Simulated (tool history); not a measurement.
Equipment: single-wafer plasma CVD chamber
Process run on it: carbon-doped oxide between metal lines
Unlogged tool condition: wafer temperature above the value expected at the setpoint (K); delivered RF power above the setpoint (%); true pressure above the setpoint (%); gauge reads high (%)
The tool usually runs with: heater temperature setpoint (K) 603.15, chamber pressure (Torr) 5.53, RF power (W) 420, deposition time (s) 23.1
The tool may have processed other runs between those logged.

run     day  heater temperature setpoint (K)  chamber pressure (Torr)  RF power (W)  deposition time (s)  wafers since the last listed run  hours since the last thermocouple change  hours since the last RF generator calibration  hours since the last manometer calibration  hours since the showerhead was replaced  hours since the gauge calibration  read-back reference wafer on the same gauge, thickness_nm  mean film thickness on the monitor wafer (angstrom)
  1       0                           603.15                     4.61           420                 23.1                                 0                                    2325.2                                         1027.3                                        1626                                   2253.7                               1166                                                    128.002                                              1026.46
  2   1.379                           598.15                     5.53           420                 24.3                               903                                    2358.3                                         1060.4                                      1659.1                                   2286.8                             1199.1                                                    128.011                                              1115.91
  3   2.638                           598.15                     5.53           420                 24.3                               824                                    2388.5                                         1090.6                                      1689.3                                     2317                             1229.3                                                    128.058                                              1116.52
  4    4.15                           603.15                     5.53           420                 23.1                               991                                    2424.8                                         1126.9                                      1725.6                                   2353.3                             1265.6                                                    127.963                                              1045.47
  5     9.8                           603.15                     4.48           420                 23.1                              3702                                    2560.4                                         1262.5                                      1861.2                                   2488.9                             1401.2                                                    127.944                                              1017.18
  6  11.421                           603.15                     4.48           420                 23.1                              1062                                    2599.3                                         1301.4                                      1900.1                                   2527.8                             1440.1                                                    128.064                                              1021.01
     12.575  -- gauge calibrated
  7  13.704                           603.15                     5.53           465                 23.1                              1496                                    2654.1                                         1356.2                                      1954.9                                   2582.6                               27.1                                                    128.015                                              1131.52
  8  15.567                           603.15                     5.53           465                 23.1                              1220                                    2698.8                                         1400.9                                      1999.6                                   2627.3                               71.8                                                    127.987                                              1132.38
  9  17.325                           603.15                     5.53           420                 23.1                              1152                                      2741                                         1443.1                                      2041.8                                   2669.5                                114                                                     128.02                                              1034.48
 10  18.833                           607.15                     5.04           420                 23.1                               988                                    2777.2                                         1479.3                                        2078                                   2705.7                              150.2                                                    127.953                                              1019.18
     19.546  -- thermocouple changed; heater temperature recalibrated
 11  21.262                           607.15                     5.04           420                 23.1                              1373                                      41.2                                         1537.6                                      2136.3                                     2764                              208.5                                                    128.114                                              1033.88
 12    22.9                           603.15                     6.54           420                 23.1                              1073                                      80.5                                         1576.9                                      2175.6                                   2803.3                              247.8                                                    128.003                                              1069.99
     23.662  -- showerhead replaced
     23.875  -- RF generator calibrated
 13  25.321                           614.15                     5.53           420                 23.1                              1229                                     138.6                                           34.7                                      2233.7                                     39.8                              305.9                                                    128.057                                              1039.62
 14  28.058                           591.15                      6.8           420                 23.1                              1793                                     204.3                                          100.4                                      2299.4                                    105.5                              371.6                                                    128.059                                              1129.37
 15  30.571                           603.15                     4.97           420                 23.1                              1646                                     264.6                                          160.7                                      2359.7                                    165.8                              431.9                                                    128.005                                              1061.93
 16  32.017                           615.15                     5.53           420                 25.7                               947                                     299.3                                          195.4                                      2394.4                                    200.5                              466.6                                                    128.049                                              1144.75
 17  33.671                           603.15                     6.11           340                 25.6                              1083                                       339                                          235.1                                      2434.1                                    240.2                              506.3                                                    128.008                                               997.67
 18  36.383                           603.15                     5.53           420                 23.1                              1777                                     404.1                                          300.2                                      2499.2                                    305.3                              571.4                                                     128.03                                               1065.6
 19  38.558                           603.15                     5.53           420                 23.1                              1425                                     456.3                                          352.4                                      2551.4                                    357.5                              623.6                                                    128.075                                               1068.1
 20  40.854                           603.15                     5.53           420                 23.1                              1504                                     511.4                                          407.5                                      2606.5                                    412.6                              678.7                                                    128.009                                              1067.88
     43.567  -- capacitance manometer re-zeroed and calibrated
 21  43.846                           603.15                     6.88           350                 23.1                              1741                                     583.2                                          479.3                                         6.7                                    484.4                              750.5                                                    127.963                                               925.27
 22  46.225                           603.15                     5.53           480                 23.1                              1559                                     640.3                                          536.4                                        63.8                                    541.5                              807.6                                                    128.039                                              1172.37
 23  48.446                           612.15                     6.68           465                 19.7                              1455                                     693.6                                          589.7                                       117.1                                    594.8                              860.9                                                    128.065                                               967.49
 24  49.475                           616.15                     6.17           485                 19.8                               674                                     718.3                                          614.4                                       141.8                                    619.5                              885.6                                                    128.044                                               984.76
 25  52.158                           603.15                     4.76           375                 24.6                              1758                                     782.7                                          678.8                                       206.2                                    683.9                                950                                                    128.029                                              1009.09
 26  53.942                           595.15                     4.68           340                 24.6                              1168                                     825.5                                          721.6                                         249                                    726.7                              992.8                                                    127.966                                               946.86
 27  55.717                           603.15                     4.73           335                 20.9                              1163                                     868.1                                          764.2                                       291.6                                    769.3                             1035.4                                                    127.995                                               776.02
 28  58.471                           611.15                     5.53           475                 23.1                              1804                                     934.2                                          830.3                                       357.7                                    835.4                             1101.5                                                    127.965                                              1130.26

Here are 4 independent what-if runs from the current tool condition. What would each one return?
  A  58.488                           611.15                     5.53           420                 23.1                                10                                     934.6                                          830.7                                       358.1                                    835.8                             1101.9                                                          ?                                                    ?
  B  58.488                           603.15                     5.53           445                 23.1                                10                                     934.6                                          830.7                                       358.1                                    835.8                             1101.9                                                          ?                                                    ?
  C  58.488                           598.15                     5.53           390                 23.1                                10                                     934.6                                          830.7                                       358.1                                    835.8                             1101.9                                                          ?                                                    ?
  D  58.488                           616.15                      6.2           370                 27.5                                10                                     934.6                                          830.7                                       358.1                                    835.8                             1101.9                                                          ?                                                    ?

run  read-back reference wafer on the same gauge, thickness_nm  mean film thickness on the monitor wafer (angstrom)
  A                                                    128.059                                              1028.39
  B                                                    128.059                                              1102.81
  C                                                    128.059                                              1005.01
  D                                                    128.059                                              1092.77
Take away the tool's hidden state, keep each run's random variation, and the runs would have read:
run  mean film thickness on the monitor wafer (angstrom)
  A                                              1056.62
  B                                              1133.58
  C                                              1034.58
  D                                              1122.53

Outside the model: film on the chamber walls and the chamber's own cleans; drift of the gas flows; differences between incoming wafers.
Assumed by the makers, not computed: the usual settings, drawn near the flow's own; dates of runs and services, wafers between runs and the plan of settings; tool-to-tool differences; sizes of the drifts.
